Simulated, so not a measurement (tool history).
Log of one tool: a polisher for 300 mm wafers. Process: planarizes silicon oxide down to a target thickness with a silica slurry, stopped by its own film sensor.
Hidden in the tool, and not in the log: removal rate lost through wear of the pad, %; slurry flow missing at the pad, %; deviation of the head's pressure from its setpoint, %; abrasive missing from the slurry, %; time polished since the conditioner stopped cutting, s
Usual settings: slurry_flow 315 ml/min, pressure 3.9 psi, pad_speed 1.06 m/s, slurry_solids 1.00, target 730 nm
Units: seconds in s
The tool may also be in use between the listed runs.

run,day,slurry_flow,pressure,pad_speed,slurry_solids,target,wafers since the last listed run,wafers polished on this pad,hours since the slurry nozzle was cleaned,hours since the head pressure was calibrated,hours since the slurry blender was calibrated,hours since the conditioning disc was replaced,"incoming thickness of the incoming film, nm",seconds
1,0.000,425,3.9,0.76,1.00,730,0,8607,125.9,622.9,508.5,24.9,948.4,82.8
# day 3.675: head pressure recalibrated
# day 4.533: worn pad replaced by a new one
# day 7.433: slurry blender recalibrated
2,9.104,315,3.9,1.06,0.75,730,2809,1436,344.4,130.3,40.1,243.4,949.0,75.5
3,11.300,315,3.9,0.78,1.00,730,703,2139,397.1,183.0,92.8,296.1,965.5,87.4
4,13.883,315,3.9,1.06,1.00,757,827,2967,459.1,245.0,154.8,358.1,966.4,60.8
5,16.092,315,5.1,1.06,1.25,730,707,3674,512.1,298.0,207.8,411.1,947.5,42.7
6,18.162,245,3.9,1.26,1.00,730,663,4337,561.8,347.7,257.5,460.8,957.6,59.5
7,22.338,315,3.9,1.06,1.00,730,1337,5675,662.0,447.9,357.7,561.0,958.8,67.6
8,24.438,315,3.9,0.88,1.15,782,672,6347,712.4,498.3,408.1,611.4,954.5,56.6
# day 25.133: slurry nozzle cleaned
9,28.238,225,4.5,1.40,1.00,690,1203,7551,74.5,589.5,499.3,702.6,954.3,57.7
# day 29.550: conditioning disc replaced and pad reconditioned
10,32.192,315,3.9,1.06,1.00,730,1239,8791,169.4,684.4,594.2,63.4,958.8,70.4
# day 34.079: head pressure recalibrated
11,34.208,280,4.7,1.06,1.10,730,619,9410,217.8,3.1,642.6,111.8,944.6,51.1
# day 35.883: slurry blender recalibrated
# day 36.071: worn pad replaced by a new one
12,37.850,280,3.4,1.06,0.80,806,1086,569,305.2,90.5,47.2,199.2,973.2,63.5
13,46.117,315,3.9,0.92,1.00,730,2647,3217,503.6,288.9,245.6,397.6,959.6,72.1
14,49.467,315,3.9,1.06,1.00,777,1072,4290,584.0,369.3,326.0,478.0,942.6,48.2
15,51.433,315,2.8,1.06,1.00,770,629,4919,631.2,416.5,373.2,525.2,945.1,71.0
16,55.246,240,4.4,0.72,1.00,730,1221,6141,722.7,508.0,464.7,616.7,973.9,88.9
17,58.912,315,2.8,1.06,1.00,730,1174,7315,810.7,596.0,552.7,704.7,961.6,95.5
18,61.183,375,3.9,0.84,1.00,768,727,8042,865.2,650.5,607.2,759.2,959.5,67.1
# day 61.554: conditioning disc replaced and pad reconditioned
# day 61.821: slurry nozzle cleaned
# day 62.025: head pressure recalibrated
19,65.354,315,4.6,1.06,1.00,730,1269,9311,84.8,79.9,707.3,91.2,970.8,62.0
# day 67.717: worn pad replaced by a new one
# day 68.567: slurry blender recalibrated
20,69.396,245,3.9,1.06,0.70,730,1214,511,181.8,176.9,19.9,188.2,952.0,82.7
21,72.083,315,3.9,1.06,1.00,730,860,1372,246.3,241.4,84.4,252.7,952.5,62.4
22,75.683,315,4.9,1.06,1.00,730,1153,2525,332.7,327.8,170.8,339.1,976.6,55.7
23,77.650,315,3.9,1.06,1.00,730,629,3155,379.9,375.0,218.0,386.3,962.6,65.4
24,79.529,360,3.9,1.22,1.10,730,601,3757,425.0,420.1,263.1,431.4,966.3,56.6

5 ways to go on from here, each from the tool as it stands after run 24. What would each give?
A,79.550,315,3.9,1.06,1.00,701,6,3763,425.5,420.6,263.6,431.9,947.9,?
B,79.550,405,3.9,1.06,0.85,730,6,3763,425.5,420.6,263.6,431.9,947.9,?
C,79.550,315,3.9,1.06,1.00,681,6,3763,425.5,420.6,263.6,431.9,947.9,?
D,79.550,350,3.9,1.06,0.80,730,6,3763,425.5,420.6,263.6,431.9,947.9,?
E,79.550,315,3.9,1.06,1.00,678,6,3763,425.5,420.6,263.6,431.9,947.9,?

run,seconds
A,70.9
B,68.5
C,76.6
D,72.7
E,77.5
Without the tool's hidden state the same runs would have given:
run,seconds
A,67.7
B,65.5
C,73.2
D,69.5
E,74.0

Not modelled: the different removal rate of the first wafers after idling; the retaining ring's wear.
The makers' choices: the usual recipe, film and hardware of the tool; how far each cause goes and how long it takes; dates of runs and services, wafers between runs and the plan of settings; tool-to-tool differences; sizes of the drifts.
